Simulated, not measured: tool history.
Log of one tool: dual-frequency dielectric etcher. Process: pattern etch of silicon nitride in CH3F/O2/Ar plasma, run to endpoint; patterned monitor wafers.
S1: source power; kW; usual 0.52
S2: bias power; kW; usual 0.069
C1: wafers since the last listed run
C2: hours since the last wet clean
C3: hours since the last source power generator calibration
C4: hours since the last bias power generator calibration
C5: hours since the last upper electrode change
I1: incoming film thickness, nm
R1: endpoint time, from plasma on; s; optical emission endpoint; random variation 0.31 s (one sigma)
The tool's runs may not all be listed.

run	hour	S1	S2	C1	C2	C3	C4	C5	I1	R1
1	0	0.52	0.069	0	162.6	1723.9	2521.3	4419.1	27.56	37.1
2	15.3	0.52	0.069	251	177.9	1739.2	2536.6	4434.4	27.75	37
3	45.5	0.52	0.069	496	208.1	1769.4	2566.8	4464.6	27.66	37
4	69.6	0.52	0.069	395	232.2	1793.5	2590.9	4488.7	27.59	37.6
5	97.3	0.52	0.069	455	259.9	1821.2	2618.6	4516.4	27.82	36.7
6	132.1	0.52	0.069	571	294.7	1856	2653.4	4551.2	27.72	37.1
7	150.1	0.52	0.069	295	312.7	1874	2671.4	4569.2	27.73	36.8
8	216.8	0.52	0.069	1095	379.4	1940.7	2738.1	4635.9	27.6	36.3
9	239.4	0.52	0.069	371	402	1963.3	2760.7	4658.5	27.23	35.6
# hour 265.4: wet clean of the chamber
10	267.9	0.52	0.069	73	2.5	1991.8	2789.2	4687	27.62	37.9
11	294.3	0.52	0.069	433	28.9	2018.2	2815.6	4713.4	27.67	38
12	322.9	0.52	0.069	469	57.5	2046.8	2844.2	4742	27.68	37.7
13	345.7	0.52	0.069	374	80.3	2069.6	2867	4764.8	27.47	37.7
# hour 377.6: source power generator calibrated
14	399.9	0.52	0.069	824	134.5	22.3	2921.2	4819	27.69	37.5
15	413.5	0.52	0.069	223	148.1	35.9	2934.8	4832.6	27.44	36.9
# hour 427.5: bias power generator calibrated
16	437.8	0.52	0.069	333	172.4	60.2	10.3	4856.9	27.59	36.7
# hour 481.2: upper electrode replaced, of another model than before
17	539.7	0.41	0.053	1279	274.3	162.1	112.2	58.5	27.7	42.4
18	564.1	0.41	0.06	400	298.7	186.5	136.6	82.9	27.6	40.3
19	598.5	0.52	0.069	565	333.1	220.9	171	117.3	27.45	36.4
20	641.4	0.57	0.069	704	376	263.8	213.9	160.2	27.57	35.5
# hour 676.6: wet clean of the chamber
21	677.1	0.52	0.06	192	0.5	299.5	249.6	195.9	27.41	40.1
22	696.5	0.6	0.069	318	19.9	318.9	269	215.3	27.45	37
23	718	0.63	0.069	353	41.4	340.4	290.5	236.8	27.68	37.3
24	737.8	0.6	0.069	325	61.2	360.2	310.3	256.6	27.43	37
25	757.3	0.52	0.078	320	80.7	379.7	329.8	276.1	27.53	36
26	782.5	0.65	0.081	413	105.9	404.9	355	301.3	27.64	34.7
27	844.5	0.63	0.063	1018	167.9	466.9	417	363.3	27.56	37.4
28	872.3	0.52	0.069	456	195.7	494.7	444.8	391.1	27.6	37.6
29	894.4	0.57	0.086	363	217.8	516.8	466.9	413.2	27.41	33.5
30	926.1	0.64	0.069	520	249.5	548.5	498.6	444.9	27.54	35.8
31	1027.4	0.39	0.074	1664	350.8	649.8	599.9	546.2	27.32	37.1
32	1089.9	0.61	0.058	1026	413.3	712.3	662.4	608.7	27.5	37.3
# hour 1124: wet clean of the chamber
33	1124.5	0.62	0.08	174	0.5	746.9	697	643.3	27.68	35.4
34	1140.2	0.52	0.069	257	16.2	762.6	712.7	659	27.55	38.8
35	1169.2	0.6	0.081	476	45.2	791.6	741.7	688	27.75	35.3
36	1185.1	0.65	0.063	261	61.1	807.5	757.6	703.9	27.87	38.2

How the hidden state differs across the entries between the runs, from the last listed run before each to the first after it:
Between runs 9 and 10: wet clean of the chamber (hour 265.4)
  etch rate over this chamber's usual, %: 5.43 -> 0.648
  measured less the result without the state, R1: -2 -> -0.2 s
Between runs 13 and 14: source power generator calibrated (hour 377.6)
  etch rate over this chamber's usual, %: 1.63 -> 2.31
  measured less the result without the state, R1: -0.6 -> -0.9 s
Between runs 15 and 16: bias power generator calibrated (hour 427.5)
  etch rate over this chamber's usual, %: 2.48 -> 2.79
  measured less the result without the state, R1: -0.9 -> -1 s
Between runs 16 and 17: upper electrode replaced, of another model than before (hour 481.2)
  etch rate over this chamber's usual, %: 2.79 -> 4.07
  measured less the result without the state, R1: -1 -> -1.7 s
Between runs 20 and 21: wet clean of the chamber (hour 676.6)
  etch rate over this chamber's usual, %: 5.35 -> -0.149
  measured less the result without the state, R1: -1.9 -> +0 s
Between runs 32 and 33: wet clean of the chamber (hour 1124)
  etch rate over this chamber's usual, %: 5.05 -> -0.643
  measured less the result without the state, R1: -1.9 -> +0.2 s

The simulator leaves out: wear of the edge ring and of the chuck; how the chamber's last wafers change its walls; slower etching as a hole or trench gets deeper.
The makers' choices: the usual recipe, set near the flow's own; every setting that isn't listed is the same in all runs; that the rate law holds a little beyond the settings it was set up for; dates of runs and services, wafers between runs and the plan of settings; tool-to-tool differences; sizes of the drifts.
